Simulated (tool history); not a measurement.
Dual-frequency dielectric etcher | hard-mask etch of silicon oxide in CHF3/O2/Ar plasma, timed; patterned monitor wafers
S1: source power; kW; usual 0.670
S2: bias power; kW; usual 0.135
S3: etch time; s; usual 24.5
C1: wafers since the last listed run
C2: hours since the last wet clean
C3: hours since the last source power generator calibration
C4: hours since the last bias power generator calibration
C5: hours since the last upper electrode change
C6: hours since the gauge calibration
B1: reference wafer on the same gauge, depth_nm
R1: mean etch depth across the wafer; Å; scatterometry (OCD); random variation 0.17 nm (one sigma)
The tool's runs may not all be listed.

run 1 day=0.000 | S1=0.610 S2=0.135 S3=24.5 | C1=0 C2=142.0 C3=2181.8 C4=2961.4 C5=4951.1 C6=118.7 | B1=37.33 | R1=427.5
run 2 day=0.971 | S1=0.610 S2=0.135 S3=24.5 | C1=462 C2=165.3 C3=2205.1 C4=2984.7 C5=4974.4 C6=142.0 | B1=37.43 | R1=424.9
run 3 day=2.350 | S1=0.610 S2=0.135 S3=24.5 | C1=657 C2=198.4 C3=2238.2 C4=3017.8 C5=5007.5 C6=175.1 | B1=37.40 | R1=421.3
run 4 day=3.500 | S1=0.670 S2=0.135 S3=19.5 | C1=548 C2=226.0 C3=2265.8 C4=3045.4 C5=5035.1 C6=202.7 | B1=37.39 | R1=351.6
run 5 day=4.412 | S1=0.670 S2=0.135 S3=19.5 | C1=435 C2=247.9 C3=2287.7 C4=3067.3 C5=5057.0 C6=224.6 | B1=37.38 | R1=350.2
run 6 day=5.529 | S1=0.670 S2=0.143 S3=30.0 | C1=532 C2=274.7 C3=2314.5 C4=3094.1 C5=5083.8 C6=251.4 | B1=37.38 | R1=544.6
run 7 day=6.404 | S1=0.670 S2=0.135 S3=24.5 | C1=417 C2=295.7 C3=2335.5 C4=3115.1 C5=5104.8 C6=272.4 | B1=37.38 | R1=438.2
-- day=6.946 source power generator calibrated
run 8 day=7.212 | S1=0.670 S2=0.135 S3=24.5 | C1=305 C2=315.1 C3=6.4 C4=3134.5 C5=5124.2 C6=291.8 | B1=37.36 | R1=440.7
-- day=11.217 bias power generator calibrated
-- day=12.171 upper electrode replaced
run 9 day=12.192 | S1=0.670 S2=0.135 S3=24.5 | C1=1840 C2=434.6 C3=125.9 C4=23.4 C5=0.5 C6=411.3 | B1=37.38 | R1=435.5
run 10 day=12.325 | S1=0.570 S2=0.148 S3=18.5 | C1=63 C2=437.8 C3=129.1 C4=26.6 C5=3.7 C6=414.5 | B1=37.41 | R1=311.8
-- day=12.617 gauge calibrated
run 11 day=13.192 | S1=0.510 S2=0.135 S3=17.5 | C1=413 C2=458.6 C3=149.9 C4=47.4 C5=24.5 C6=13.8 | B1=37.43 | R1=271.1
-- day=14.454 wet clean of the chamber
run 12 day=14.475 | S1=0.610 S2=0.135 S3=24.5 | C1=135 C2=0.5 C3=180.7 C4=78.2 C5=55.3 C6=44.6 | B1=37.40 | R1=426.2
run 13 day=15.121 | S1=0.770 S2=0.135 S3=24.5 | C1=307 C2=16.0 C3=196.2 C4=93.7 C5=70.8 C6=60.1 | B1=37.47 | R1=473.1
run 14 day=15.692 | S1=0.610 S2=0.135 S3=24.5 | C1=272 C2=29.7 C3=209.9 C4=107.4 C5=84.5 C6=73.8 | B1=37.34 | R1=426.4
run 15 day=16.767 | S1=0.610 S2=0.135 S3=24.5 | C1=512 C2=55.5 C3=235.7 C4=133.2 C5=110.3 C6=99.6 | B1=37.42 | R1=422.8
run 16 day=18.154 | S1=0.780 S2=0.135 S3=24.5 | C1=661 C2=88.8 C3=269.0 C4=166.5 C5=143.6 C6=132.9 | B1=37.42 | R1=476.2
run 17 day=18.908 | S1=0.670 S2=0.135 S3=18.0 | C1=359 C2=106.9 C3=287.1 C4=184.6 C5=161.7 C6=151.0 | B1=37.44 | R1=326.0
run 18 day=20.217 | S1=0.820 S2=0.135 S3=28.0 | C1=623 C2=138.3 C3=318.5 C4=216.0 C5=193.1 C6=182.4 | B1=37.42 | R1=550.4
run 19 day=21.146 | S1=0.560 S2=0.122 S3=19.0 | C1=442 C2=160.6 C3=340.8 C4=238.3 C5=215.4 C6=204.7 | B1=37.37 | R1=308.6

Some steps in R1 between neighbouring runs. How much of each would the tool show without its hidden state too (settings, what came in, random variation), and how much is left for the hidden state, with any gauge scatter that isn't in both results?
The hidden state here: etch rate over this chamber's usual, %; source power that arrives over what is set, %; bias power that arrives over what is set, %; gauge reads high (%).
Run 11 -> 12: S1 0.510 -> 0.610, S3 17.5 -> 24.5, wet clean of the chamber. R1 +155.1 Å: hidden state +6.1, all else +149.0.
Run 18 -> 19: S1 0.820 -> 0.560, S2 0.135 -> 0.122, S3 28.0 -> 19.0. R1 -241.8 Å: hidden state +4.0, all else -245.8.
